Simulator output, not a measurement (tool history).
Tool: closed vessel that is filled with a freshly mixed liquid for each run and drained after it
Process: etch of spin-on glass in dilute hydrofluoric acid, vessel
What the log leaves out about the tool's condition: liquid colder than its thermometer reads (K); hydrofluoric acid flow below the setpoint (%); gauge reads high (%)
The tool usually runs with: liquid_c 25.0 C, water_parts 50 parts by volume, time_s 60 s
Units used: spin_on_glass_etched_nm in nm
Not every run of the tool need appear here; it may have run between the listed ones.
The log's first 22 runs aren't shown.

run,hour,liquid_c,water_parts,time_s,wafers since the last listed run,hours since the thermometer was replaced,hours since the hydrofluoric acid flow meter was replaced,hours since the gauge calibration,"read-back film thickness of the spin-on glass reference wafer, read on the same gauge (nm)",spin_on_glass_etched_nm
23,361.2,27.5,45,35,627,306.0,192.9,253.6,40.00,23.48
24,371.3,25.0,50,40,1039,316.1,203.0,263.7,40.03,21.56
25,381.7,29.0,50,80,1069,326.5,213.4,274.1,39.99,49.89
26,387.9,22.0,40,45,637,332.7,219.6,280.3,40.01,26.00
27,398.4,29.0,75,60,1080,343.2,230.1,290.8,40.01,23.92
28,405.2,25.0,50,60,699,350.0,236.9,297.6,39.99,31.85
29,419.6,25.0,65,80,1481,364.4,251.3,312.0,40.00,32.09
30,425.6,22.0,40,45,617,370.4,257.3,318.0,40.01,26.14
31,441.4,21.0,70,35,1625,386.2,273.1,333.8,39.98,10.72
32,448.0,25.0,50,60,678,392.8,279.7,340.4,40.00,31.63
33,456.8,20.0,25,70,905,401.6,288.5,349.2,40.01,60.95
34,467.9,25.0,50,60,1141,412.7,299.6,360.3,40.00,31.29

Forecast each of these 4 alternatives for the next run:
A,468.6,25.0,50,60,72,413.4,300.3,361.0,?,?
B,468.6,27.5,40,90,72,413.4,300.3,361.0,?,?
C,468.6,21.0,50,90,72,413.4,300.3,361.0,?,?
D,468.6,27.5,35,75,72,413.4,300.3,361.0,?,?

run,"read-back film thickness of the spin-on glass reference wafer, read on the same gauge (nm)",spin_on_glass_etched_nm
A,40.02,30.89
B,40.02,65.07
C,40.02,39.20
D,40.02,62.43
The same runs, with their run-to-run variation unchanged, on a tool lacking any hidden condition would have given:
run,spin_on_glass_etched_nm
A,33.63
B,70.78
C,42.73
D,67.90
